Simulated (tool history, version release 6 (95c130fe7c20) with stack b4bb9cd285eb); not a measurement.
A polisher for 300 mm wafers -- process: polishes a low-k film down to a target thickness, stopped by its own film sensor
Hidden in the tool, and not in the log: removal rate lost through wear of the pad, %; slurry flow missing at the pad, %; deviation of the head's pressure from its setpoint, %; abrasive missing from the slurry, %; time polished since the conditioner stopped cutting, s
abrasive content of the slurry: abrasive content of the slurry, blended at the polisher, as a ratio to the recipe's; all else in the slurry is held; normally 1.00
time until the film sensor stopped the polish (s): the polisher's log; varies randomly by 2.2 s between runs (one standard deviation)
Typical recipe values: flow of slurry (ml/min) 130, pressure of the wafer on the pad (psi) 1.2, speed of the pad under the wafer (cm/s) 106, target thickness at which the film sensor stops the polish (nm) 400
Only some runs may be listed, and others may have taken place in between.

run    hour  flow of slurry (ml/min)  pressure of the wafer on the pad (psi)  speed of the pad under the wafer (cm/s)  abrasive content of the slurry  target thickness at which the film sensor stops the polish (nm)  wafers since the last listed run  wafers polished on this pad  hours since the slurry nozzle was cleaned  hours since the head pressure was calibrated  hours since the slurry blender was calibrated  hours since the conditioning disc was replaced  incoming thickness of the incoming film, nm  time until the film sensor stopped the polish (s)
  1     0.0                      130                                     1.0                                      106                            1.00                                                              400                                 0                         2168                                       54.4                                           9.1                                          423.2                                           272.3                                        437.1                                              202.4
  2    67.3                      130                                     1.2                                      106                            1.00                                                              400                               582                         2750                                      121.7                                          76.4                                          490.5                                           339.6                                        443.2                                              200.1
      110.5  -- worn pad replaced by a new one
      123.2  -- slurry blender recalibrated
      156.9  -- conditioning disc replaced and pad reconditioned
  3   160.9                      130                                     1.2                                      106                            1.00                                                              400                               740                          401                                      215.3                                         170.0                                           37.7                                             4.0                                        446.3                                              193.2
  4   212.9                      130                                     1.2                                      106                            1.00                                                              400                               450                          851                                      267.3                                         222.0                                           89.7                                            56.0                                        442.1                                              181.1
  5   276.1                      130                                     1.2                                      106                            1.00                                                              400                               546                         1398                                      330.5                                         285.2                                          152.9                                           119.2                                        446.2                                              194.1
      317.5  -- slurry nozzle cleaned
  6   329.6                      130                                     1.2                                      106                            1.00                                                              400                               454                         1853                                       12.1                                         338.7                                          206.4                                           172.7                                        437.3                                              159.2
  7   397.4                      130                                     1.2                                      106                            1.00                                                              400                               586                         2439                                       79.9                                         406.5                                          274.2                                           240.5                                        437.2                                              168.5
  8   435.5                      130                                     1.2                                      106                            1.00                                                              400                               329                         2769                                      118.0                                         444.6                                          312.3                                           278.6                                        440.1                                              184.3
      461.6  -- worn pad replaced by a new one
  9   533.1                      130                                     1.2                                      106                            1.00                                                              396                               810                          618                                      215.6                                         542.2                                          409.9                                           376.2                                        434.1                                              163.6
      536.4  -- conditioning disc replaced and pad reconditioned
      544.5  -- slurry blender recalibrated
 10   608.7                      130                                     1.2                                      106                            1.00                                                              396                               619                         1238                                      291.2                                         617.8                                           64.2                                            72.3                                        436.5                                              173.5
      720.2  -- slurry nozzle cleaned
 11   843.6                      130                                     1.2                                      106                            1.00                                                              400                              2024                         3262                                      123.4                                         852.7                                          299.1                                           307.2                                        443.5                                              201.6
      864.5  -- worn pad replaced by a new one
 12   884.1                      160                                     1.4                                      106                            0.75                                                              391                               315                          169                                      163.9                                         893.2                                          339.6                                           347.7                                        444.4                                              243.0
      921.8  -- conditioning disc replaced and pad reconditioned
 13   922.3                      130                                     1.2                                       78                            1.00                                                              405                               313                          483                                      202.1                                         931.4                                          377.8                                             0.5                                        436.3                                              164.6
      972.6  -- slurry blender recalibrated
 14  1005.8                      130                                     1.2                                      106                            1.00                                                              400                               705                         1188                                      285.6                                        1014.9                                           33.2                                            84.0                                        442.9                                              180.5
     1058.0  -- slurry nozzle cleaned
     1222.3  -- worn pad replaced by a new one
     1249.7  -- head pressure recalibrated
     1265.0  -- conditioning disc replaced and pad reconditioned
 15  1308.9                      130                                     1.2                                      138                            1.00                                                              400                              2545                          715                                      250.9                                          59.2                                          336.3                                            43.9                                        438.4                                              130.7
     1386.2  -- slurry nozzle cleaned
     1469.0  -- slurry blender recalibrated
     1589.3  -- worn pad replaced by a new one
 16  1610.0                      155                                     1.2                                      106                            0.90                                                              400                              2545                          179                                      223.8                                         360.3                                          141.0                                           345.0                                        438.3                                              172.6
     1638.1  -- conditioning disc replaced and pad reconditioned
 17  1702.8                      130                                     1.2                                      106                            1.30                                                              396                               785                          965                                      316.6                                         453.1                                          233.8                                            64.7                                        440.1                                              156.5
 18  1759.7                      115                                     1.2                                      106                            1.00                                                              400                               492                         1457                                      373.5                                         510.0                                          290.7                                           121.6                                        442.3                                              187.0
     1770.8  -- slurry nozzle cleaned
 19  1796.8                      130                                     1.2                                      106                            1.00                                                              400                               312                         1770                                       26.0                                         547.1                                          327.8                                           158.7                                        444.2                                              189.7
 20  1840.3                      130                                     1.0                                      128                            1.00                                                              388                               376                         2146                                       69.5                                         590.6                                          371.3                                           202.2                                        441.1                                              237.4
 21  1922.9                      130                                     1.2                                      106                            0.75                                                              400                               714                         2861                                      152.1                                         673.2                                          453.9                                           284.8                                        437.1                                              222.1

Results per run with the tool's hidden condition removed, run-to-run variation unchanged:
run  time until the film sensor stopped the polish (s)
  1                                              191.2
  2                                              183.5
  3                                              191.7
  4                                              178.6
  5                                              189.2
  6                                              152.8
  7                                              157.7
  8                                              169.5
  9                                              160.6
 10                                              168.2
 11                                              177.9
 12                                              242.6
 13                                              164.0
 14                                              177.7
 15                                              128.5
 16                                              172.2
 17                                              154.8
 18                                              182.9
 19                                              183.7
 20                                              226.4
 21                                              204.3
